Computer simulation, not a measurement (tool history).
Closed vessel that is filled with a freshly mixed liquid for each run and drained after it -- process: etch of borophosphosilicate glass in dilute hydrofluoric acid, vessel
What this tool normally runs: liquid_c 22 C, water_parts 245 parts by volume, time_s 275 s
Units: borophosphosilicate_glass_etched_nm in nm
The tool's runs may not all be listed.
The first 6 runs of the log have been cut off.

| run | hour | liquid_c | water_parts | time_s | read-back film thickness of the borophosphosilicate glass reference wafer, read on the same gauge (nm) | borophosphosilicate_glass_etched_nm |
|---|---|---|---|---|---|---|
| 7 | 73.7 | 22 | 245 | 275 | 130.02 | 24.21 |
| 8 | 90.6 | 22 | 245 | 275 | 129.97 | 24.24 |
| 9 | 108.4 | 22 | 245 | 275 | 130.01 | 24.06 |
| 10 | 117.9 | 22 | 245 | 275 | 130 | 24.23 |
| 11 | 133 | 22 | 245 | 275 | 130.01 | 24.23 |
| 12 | 143.6 | 22 | 245 | 275 | 130 | 24.04 |
| 13 | 155.3 | 22 | 245 | 275 | 129.97 | 24 |
| 14 | 162.6 | 22 | 245 | 275 | 130.01 | 24.26 |
| 15 | 174.3 | 22 | 245 | 275 | 129.99 | 24.11 |
|  | 193.3 | thermometer replaced |
| 16 | 223.8 | 22 | 245 | 275 | 130.02 | 24.14 |
| 17 | 230.7 | 27 | 245 | 275 | 130.02 | 28.76 |
|  | 235.3 | hydrofluoric acid flow meter replaced |
| 18 | 259.2 | 19 | 245 | 415 | 130.01 | 35.01 |
| 19 | 273.6 | 25.5 | 245 | 375 | 130 | 39.77 |
| 20 | 280.3 | 22 | 245 | 275 | 130.01 | 25.87 |
| 21 | 294.5 | 18 | 330 | 170 | 129.99 | 9.51 |
|  | 304.4 | gauge calibrated |
| 22 | 304.6 | 24 | 315 | 360 | 129.99 | 26.24 |
| 23 | 319.8 | 22 | 295 | 275 | 130.01 | 20.48 |
| 24 | 326.4 | 22 | 245 | 275 | 130.03 | 25.81 |
| 25 | 340.9 | 22 | 245 | 170 | 130.01 | 16.06 |
| 26 | 372 | 19 | 195 | 355 | 129.97 | 39.1 |
| 27 | 388 | 24.5 | 150 | 275 | 129.98 | 51.33 |
| 28 | 404.1 | 22 | 245 | 275 | 129.97 | 25.73 |
| 29 | 410.4 | 22 | 325 | 150 | 130.01 | 9.78 |
| 30 | 427.6 | 22 | 245 | 275 | 129.98 | 25.66 |
| 31 | 441.1 | 18.5 | 210 | 330 | 130.01 | 32.36 |

Here are 5 independent what-if runs from the current tool condition. What would each one return?
| A | 441.8 | 22 | 245 | 275 | ? | ? |
| B | 441.8 | 17 | 335 | 380 | ? | ? |
| C | 441.8 | 22 | 350 | 275 | ? | ? |
| D | 441.8 | 25 | 140 | 360 | ? | ? |
| E | 441.8 | 22 | 245 | 425 | ? | ? |

| run | read-back film thickness of the borophosphosilicate glass reference wafer, read on the same gauge (nm) | borophosphosilicate_glass_etched_nm |
|---|---|---|
| A | 129.98 | 25.56 |
| B | 129.98 | 19.81 |
| C | 129.98 | 16.21 |
| D | 129.98 | 73.37 |
| E | 129.98 | 39.5 |
Without the tool's hidden state the same runs would have given:
| run | borophosphosilicate_glass_etched_nm |
|---|---|
| A | 25.74 |
| B | 19.96 |
| C | 16.34 |
| D | 73.87 |
| E | 39.79 |
